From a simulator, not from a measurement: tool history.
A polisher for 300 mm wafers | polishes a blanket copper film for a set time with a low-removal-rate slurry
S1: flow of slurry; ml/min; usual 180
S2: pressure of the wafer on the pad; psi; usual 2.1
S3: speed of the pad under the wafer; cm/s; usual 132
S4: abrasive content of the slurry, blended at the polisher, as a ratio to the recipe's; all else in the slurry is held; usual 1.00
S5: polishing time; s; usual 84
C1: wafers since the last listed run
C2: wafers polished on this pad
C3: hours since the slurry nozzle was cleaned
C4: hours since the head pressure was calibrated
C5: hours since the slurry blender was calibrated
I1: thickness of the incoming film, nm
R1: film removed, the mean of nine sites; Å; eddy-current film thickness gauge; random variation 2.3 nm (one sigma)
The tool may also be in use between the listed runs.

run 1 hour=0.0 | S1=180 S2=2.1 S3=132 S4=1.00 S5=84 | C1=0 C2=444 C3=32.4 C4=365.7 C5=185.7 | I1=1575.6 | R1=2603
run 2 hour=46.3 | S1=180 S2=2.1 S3=132 S4=1.00 S5=84 | C1=457 C2=901 C3=78.7 C4=412.0 C5=232.0 | I1=1545.0 | R1=2575
run 3 hour=148.8 | S1=180 S2=2.1 S3=132 S4=1.00 S5=84 | C1=1012 C2=1914 C3=181.2 C4=514.5 C5=334.5 | I1=1533.5 | R1=2572
-- hour=161.9 slurry blender recalibrated
run 4 hour=208.4 | S1=180 S2=2.1 S3=132 S4=1.00 S5=84 | C1=569 C2=2484 C3=240.8 C4=574.1 C5=46.5 | I1=1570.0 | R1=2615
-- hour=243.0 head pressure recalibrated
-- hour=293.9 worn pad replaced by a new one
run 5 hour=313.2 | S1=180 S2=1.6 S3=132 S4=1.00 S5=69 | C1=976 C2=190 C3=345.6 C4=70.2 C5=151.3 | I1=1529.6 | R1=1620
-- hour=329.1 slurry nozzle cleaned
run 6 hour=385.2 | S1=180 S2=1.6 S3=132 S4=1.00 S5=69 | C1=701 C2=892 C3=56.1 C4=142.2 C5=223.3 | I1=1544.4 | R1=1641
run 7 hour=447.3 | S1=180 S2=1.6 S3=132 S4=1.00 S5=69 | C1=613 C2=1506 C3=118.2 C4=204.3 C5=285.4 | I1=1549.3 | R1=1622
-- hour=462.2 slurry blender recalibrated
run 8 hour=540.2 | S1=200 S2=2.1 S3=132 S4=0.85 S5=84 | C1=898 C2=2404 C3=211.1 C4=297.2 C5=78.0 | I1=1548.9 | R1=2406
-- hour=637.2 worn pad replaced by a new one
run 9 hour=637.7 | S1=180 S2=2.1 S3=132 S4=1.00 S5=84 | C1=923 C2=4 C3=308.6 C4=394.7 C5=175.5 | I1=1529.2 | R1=2464
run 10 hour=699.4 | S1=180 S2=2.1 S3=132 S4=1.00 S5=84 | C1=609 C2=614 C3=370.3 C4=456.4 C5=237.2 | I1=1519.7 | R1=2407
run 11 hour=767.6 | S1=180 S2=2.1 S3=132 S4=1.00 S5=84 | C1=673 C2=1288 C3=438.5 C4=524.6 C5=305.4 | I1=1547.5 | R1=2387
-- hour=775.8 slurry nozzle cleaned
-- hour=827.2 head pressure recalibrated
-- hour=832.3 slurry blender recalibrated, repeated, since the last time left the tool worse
run 12 hour=851.4 | S1=130 S2=1.8 S3=132 S4=1.00 S5=84 | C1=778 C2=2066 C3=75.6 C4=24.2 C5=19.1 | I1=1571.4 | R1=2178
run 13 hour=917.0 | S1=225 S2=2.4 S3=132 S4=1.00 S5=84 | C1=648 C2=2715 C3=141.2 C4=89.8 C5=84.7 | I1=1564.9 | R1=3046
-- hour=979.7 worn pad replaced by a new one
run 14 hour=1002.7 | S1=180 S2=1.6 S3=94 S4=0.90 S5=84 | C1=807 C2=226 C3=226.9 C4=175.5 C5=170.4 | I1=1550.6 | R1=1355
run 15 hour=1039.3 | S1=180 S2=2.4 S3=132 S4=1.00 S5=60 | C1=361 C2=588 C3=263.5 C4=212.1 C5=207.0 | I1=1555.4 | R1=2145
run 16 hour=1084.5 | S1=180 S2=2.1 S3=132 S4=0.90 S5=84 | C1=446 C2=1035 C3=308.7 C4=257.3 C5=252.2 | I1=1547.2 | R1=2562
-- hour=1139.6 slurry nozzle cleaned
run 17 hour=1191.4 | S1=180 S2=1.5 S3=132 S4=1.00 S5=84 | C1=1046 C2=2081 C3=51.8 C4=364.2 C5=359.1 | I1=1546.3 | R1=1833

Run 18 comes next. What will it give?
-- hour=1199.7 slurry blender recalibrated
run 18 hour=1280.1 | S1=180 S2=2.1 S3=132 S4=1.00 S5=105 | C1=856 C2=2938 C3=140.5 C4=452.9 C5=80.4 | I1=1547.1 | R1=?

Run 18 gave R1 3291 Å.
Without the tool's hidden state the same run would have given R1 3345 Å.

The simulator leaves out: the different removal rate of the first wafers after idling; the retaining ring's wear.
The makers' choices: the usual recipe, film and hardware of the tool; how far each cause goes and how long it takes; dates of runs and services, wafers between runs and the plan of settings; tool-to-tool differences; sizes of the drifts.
